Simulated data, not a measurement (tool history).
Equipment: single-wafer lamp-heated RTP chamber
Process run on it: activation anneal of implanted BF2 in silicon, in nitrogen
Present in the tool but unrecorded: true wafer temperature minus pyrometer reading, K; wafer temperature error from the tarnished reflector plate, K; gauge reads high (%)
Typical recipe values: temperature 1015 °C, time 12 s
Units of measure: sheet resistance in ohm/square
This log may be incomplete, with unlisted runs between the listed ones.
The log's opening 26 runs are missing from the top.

run	day	temperature	time	wafers since the last listed run	wafers since the last pyrometer calibration	wafers since the reflector plate was cleaned	hours since the gauge calibration	read-back reference wafer on the same gauge, sheet resistance	sheet resistance
27	13.383	1015	12	161	1632	810	146.1	249.98	224.76
28	15.250	1041	16	481	2114	1291	190.9	250.14	200.51
29	15.988	1015	12	190	2304	1482	208.6	250.03	226.57
30	16.625	1029	12	164	2468	1646	223.9	250.13	212.36
31	18.017	989	18	358	2827	2005	257.3	250.00	243.55
32	18.717	1006	16	180	3008	2185	274.1	250.11	227.83
33	18.983	1015	12	68	3076	2254	280.5	249.90	226.66
34	19.312	1015	10	84	3161	2339	288.4	250.09	229.32

3 ways to go on from here, each from the tool as it stands after run 34. What would each give?
A	19.329	991	12	4	3166	2343	288.8	?	?
B	19.329	987	15	4	3166	2343	288.8	?	?
C	19.329	1015	16	4	3166	2343	288.8	?	?

run	read-back reference wafer on the same gauge, sheet resistance	sheet resistance
A	250.03	251.54
B	250.03	251.77
C	250.03	220.07
With no hidden state in the tool, these same runs would have given:
run	sheet resistance
A	251.54
B	251.77
C	220.07
